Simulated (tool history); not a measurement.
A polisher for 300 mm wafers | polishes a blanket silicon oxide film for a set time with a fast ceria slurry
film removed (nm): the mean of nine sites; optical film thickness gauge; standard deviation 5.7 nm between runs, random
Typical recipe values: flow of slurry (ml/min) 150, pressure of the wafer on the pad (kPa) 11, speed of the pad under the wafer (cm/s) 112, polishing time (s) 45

| run | day | flow of slurry (ml/min) | pressure of the wafer on the pad (kPa) | speed of the pad under the wafer (cm/s) | polishing time (s) | incoming thickness of the incoming film, nm | film removed (nm) |
|---|---|---|---|---|---|---|---|
| 1 | 0 | 150 | 8.3 | 112 | 45 | 2486.2 | 283.2 |
|  | 0.625 | worn pad replaced by a new one |
| 2 | 0.646 | 150 | 8.3 | 112 | 45 | 2491.8 | 305.6 |
| 3 | 1.2 | 150 | 8.3 | 112 | 45 | 2446.9 | 292.6 |
| 4 | 1.588 | 150 | 11 | 112 | 45 | 2501 | 403.7 |
| 5 | 2.108 | 130 | 14.5 | 112 | 45 | 2497.6 | 519.6 |
| 6 | 2.917 | 150 | 11 | 84 | 45 | 2489.1 | 329.6 |
| 7 | 3.217 | 150 | 11 | 84 | 45 | 2467.1 | 328 |
| 8 | 3.95 | 150 | 11 | 84 | 45 | 2449.7 | 322.9 |
| 9 | 4.617 | 150 | 11 | 112 | 45 | 2503.8 | 374.6 |
| 10 | 5.142 | 150 | 11 | 112 | 45 | 2475.4 | 372.7 |
|  | 5.879 | worn pad replaced by a new one |
| 11 | 5.9 | 150 | 11 | 112 | 45 | 2493 | 349.8 |
| 12 | 6.092 | 150 | 11 | 112 | 45 | 2457.7 | 346 |
|  | 6.212 | head pressure recalibrated |
| 13 | 6.738 | 150 | 11 | 112 | 45 | 2522.9 | 352.8 |
|  | 7.067 | slurry nozzle cleaned |
| 14 | 7.088 | 150 | 8.3 | 112 | 45 | 2429.5 | 257.5 |

Run 15, settings as shown, results not yet in. Your forecast:
|  | 8.079 | worn pad replaced by a new one, repeated, since the last time left the tool worse |
| 15 | 9.204 | 120 | 11 | 88 | 45 | 2455.2 | ? |

{"run 15": {"film removed (nm)": 332.2}}
Minus the tool's unlogged condition, the same run would have read film removed (nm) 338.1.

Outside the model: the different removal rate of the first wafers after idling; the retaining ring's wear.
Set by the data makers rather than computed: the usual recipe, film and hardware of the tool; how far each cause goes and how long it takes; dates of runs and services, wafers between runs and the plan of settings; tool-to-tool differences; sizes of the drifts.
